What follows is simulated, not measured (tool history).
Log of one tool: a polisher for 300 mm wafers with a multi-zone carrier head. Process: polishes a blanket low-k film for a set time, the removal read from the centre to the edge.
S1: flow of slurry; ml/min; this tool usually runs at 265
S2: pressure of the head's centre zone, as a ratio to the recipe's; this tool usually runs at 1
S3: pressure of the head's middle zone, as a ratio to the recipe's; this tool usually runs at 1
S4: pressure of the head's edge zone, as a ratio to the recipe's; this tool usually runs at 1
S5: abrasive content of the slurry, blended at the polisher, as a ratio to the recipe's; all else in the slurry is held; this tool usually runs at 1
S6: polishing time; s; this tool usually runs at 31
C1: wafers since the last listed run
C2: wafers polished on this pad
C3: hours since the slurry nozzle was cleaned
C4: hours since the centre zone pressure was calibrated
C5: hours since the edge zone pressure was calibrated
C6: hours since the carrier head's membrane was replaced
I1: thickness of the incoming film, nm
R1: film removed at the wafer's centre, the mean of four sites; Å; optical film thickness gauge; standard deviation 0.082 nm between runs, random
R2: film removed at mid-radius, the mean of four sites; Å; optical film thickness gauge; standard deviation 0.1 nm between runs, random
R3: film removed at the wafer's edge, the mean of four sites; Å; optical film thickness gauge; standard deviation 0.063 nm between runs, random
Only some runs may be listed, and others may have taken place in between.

run 1 hour=0 | S1=265 S2=1 S3=1 S4=1 S5=1 S6=31 | C1=0 C2=481 C3=258 C4=401.9 C5=1206 C6=844.4 | I1=541.5 | R1=88 R2=96 R3=96
run 2 hour=12 | S1=265 S2=1 S3=1 S4=1 S5=1 S6=31 | C1=168 C2=650 C3=270 C4=413.9 C5=1218 C6=856.4 | I1=540.8 | R1=88 R2=94 R3=97
run 3 hour=18.5 | S1=265 S2=1 S3=1 S4=1 S5=1 S6=31 | C1=91 C2=741 C3=276.5 C4=420.4 C5=1224.5 C6=862.9 | I1=533.6 | R1=88 R2=95 R3=97
-- hour=28.9 worn pad replaced by a new one
run 4 hour=35.5 | S1=215 S2=1 S3=1 S4=1 S5=1 S6=31 | C1=182 C2=92 C3=293.5 C4=437.4 C5=1241.5 C6=879.9 | I1=541.6 | R1=84 R2=93 R3=95
run 5 hour=43.8 | S1=215 S2=1 S3=1 S4=1 S5=1 S6=31 | C1=116 C2=208 C3=301.8 C4=445.7 C5=1249.8 C6=888.2 | I1=530.1 | R1=86 R2=93 R3=95
run 6 hour=60.9 | S1=265 S2=1 S3=1 S4=1 S5=1 S6=31 | C1=239 C2=448 C3=318.9 C4=462.8 C5=1266.9 C6=905.3 | I1=533.7 | R1=87 R2=94 R3=96
run 7 hour=74.2 | S1=265 S2=1 S3=1 S4=1 S5=1 S6=31 | C1=186 C2=634 C3=332.2 C4=476.1 C5=1280.2 C6=918.6 | I1=536.2 | R1=87 R2=96 R3=95
run 8 hour=84.3 | S1=265 S2=1 S3=1 S4=1 S5=1 S6=31 | C1=141 C2=776 C3=342.3 C4=486.2 C5=1290.3 C6=928.7 | I1=532.6 | R1=89 R2=95 R3=97
-- hour=88.6 worn pad replaced by a new one
-- hour=123.6 centre zone pressure recalibrated
-- hour=136.3 carrier head's membrane replaced by a new one
-- hour=137.5 worn pad replaced by a new one
run 9 hour=138 | S1=265 S2=1 S3=1 S4=1 S5=1 S6=31 | C1=581 C2=6 C3=396 C4=14.4 C5=1344 C6=1.7 | I1=530.2 | R1=94 R2=95 R3=96
run 10 hour=144.7 | S1=265 S2=1 S3=1 S4=1 S5=1 S6=31 | C1=93 C2=100 C3=402.7 C4=21.1 C5=1350.7 C6=8.4 | I1=534.2 | R1=96 R2=94 R3=96
-- hour=150.5 slurry nozzle cleaned
run 11 hour=153 | S1=265 S2=1 S3=1 S4=1 S5=1 S6=31 | C1=102 C2=202 C3=2.5 C4=29.4 C5=1359 C6=16.7 | I1=536.2 | R1=96 R2=96 R3=97
run 12 hour=163.7 | S1=265 S2=1 S3=1 S4=1 S5=1 S6=31 | C1=149 C2=352 C3=13.2 C4=40.1 C5=1369.7 C6=27.4 | I1=539.6 | R1=94 R2=95 R3=97
-- hour=166.9 edge zone pressure recalibrated
run 13 hour=172.3 | S1=265 S2=1 S3=0.92 S4=1 S5=1 S6=31 | C1=92 C2=445 C3=21.8 C4=48.7 C5=5.4 C6=36 | I1=538.4 | R1=94 R2=89 R3=96
run 14 hour=183.7 | S1=265 S2=1.06 S3=1 S4=1 S5=1 S6=40 | C1=159 C2=604 C3=33.2 C4=60.1 C5=16.8 C6=47.4 | I1=538.3 | R1=125 R2=122 R3=124
-- hour=196.4 worn pad replaced by a new one
run 15 hour=200.4 | S1=265 S2=1 S3=1 S4=1 S5=1.2 S6=20 | C1=177 C2=56 C3=49.9 C4=76.8 C5=33.5 C6=64.1 | I1=543.9 | R1=65 R2=67 R3=69
run 16 hour=211.3 | S1=265 S2=1 S3=1 S4=1 S5=1 S6=21 | C1=152 C2=209 C3=60.8 C4=87.7 C5=44.4 C6=75 | I1=539.8 | R1=63 R2=64 R3=65
run 17 hour=218.6 | S1=265 S2=1 S3=0.95 S4=0.94 S5=1 S6=31 | C1=102 C2=311 C3=68.1 C4=95 C5=51.7 C6=82.3 | I1=546.1 | R1=91 R2=91 R3=94
run 18 hour=233.2 | S1=265 S2=1 S3=1 S4=1 S5=1 S6=21 | C1=204 C2=516 C3=82.7 C4=109.6 C5=66.3 C6=96.9 | I1=543.3 | R1=62 R2=64 R3=66
-- hour=246.5 worn pad replaced by a new one
run 19 hour=247 | S1=185 S2=1.05 S3=1 S4=0.89 S5=1 S6=37 | C1=137 C2=7 C3=96.5 C4=123.4 C5=80.1 C6=110.7 | I1=539.2 | R1=108 R2=108 R3=108
run 20 hour=254.9 | S1=265 S2=1 S3=1 S4=1 S5=1 S6=21 | C1=110 C2=117 C3=104.4 C4=131.3 C5=88 C6=118.6 | I1=540.4 | R1=62 R2=65 R3=65
run 21 hour=278.6 | S1=315 S2=1 S3=1.1 S4=1.07 S5=0.75 S6=31 | C1=332 C2=450 C3=128.1 C4=155 C5=111.7 C6=142.3 | I1=532.2 | R1=76 R2=88 R3=84
run 22 hour=285.4 | S1=265 S2=1.12 S3=1 S4=1 S5=1 S6=31 | C1=95 C2=545 C3=134.9 C4=161.8 C5=118.5 C6=149.1 | I1=551.1 | R1=98 R2=96 R3=95

Hidden state at the last listed run before each entry between runs and at the first one after, where it differs:
Run 3 -> run 4: worn pad replaced by a new one (hour 28.9)
  deviation of the centre zone's pressure from its setpoint, %: -12.9 -> -13
  the result without the hidden state subtracted from the measured one, R1: -9 -> -8 Å
Run 8 -> run 9: worn pad replaced by a new one (hour 88.6); centre zone pressure recalibrated (hour 123.6); carrier head's membrane replaced by a new one (hour 136.3); worn pad replaced by a new one (hour 137.5)
  deviation of the centre zone's pressure from its setpoint, %: -13.2 -> -1.19
  the result without the hidden state subtracted from the measured one, R1: -9 -> -1 Å
Run 10 -> run 11: slurry nozzle cleaned (hour 150.5)
  deviation of the centre zone's pressure from its setpoint, %: -1.67 -> -2.23
  the result without the hidden state subtracted from the measured one, R1: -1 -> -1 Å
Run 12 -> run 13: edge zone pressure recalibrated (hour 166.9)
  deviation of the centre zone's pressure from its setpoint, %: -2.91 -> -3.43
  the result without the hidden state subtracted from the measured one, R1: -2 -> -2 Å
Run 14 -> run 15: worn pad replaced by a new one (hour 196.4)
  deviation of the centre zone's pressure from its setpoint, %: -4.07 -> -4.94
  the result without the hidden state subtracted from the measured one, R1: -3 -> -2 Å
Run 18 -> run 19: worn pad replaced by a new one (hour 246.5)
  deviation of the centre zone's pressure from its setpoint, %: -6.39 -> -6.92
  the result without the hidden state subtracted from the measured one, R1: -3 -> -5 Å

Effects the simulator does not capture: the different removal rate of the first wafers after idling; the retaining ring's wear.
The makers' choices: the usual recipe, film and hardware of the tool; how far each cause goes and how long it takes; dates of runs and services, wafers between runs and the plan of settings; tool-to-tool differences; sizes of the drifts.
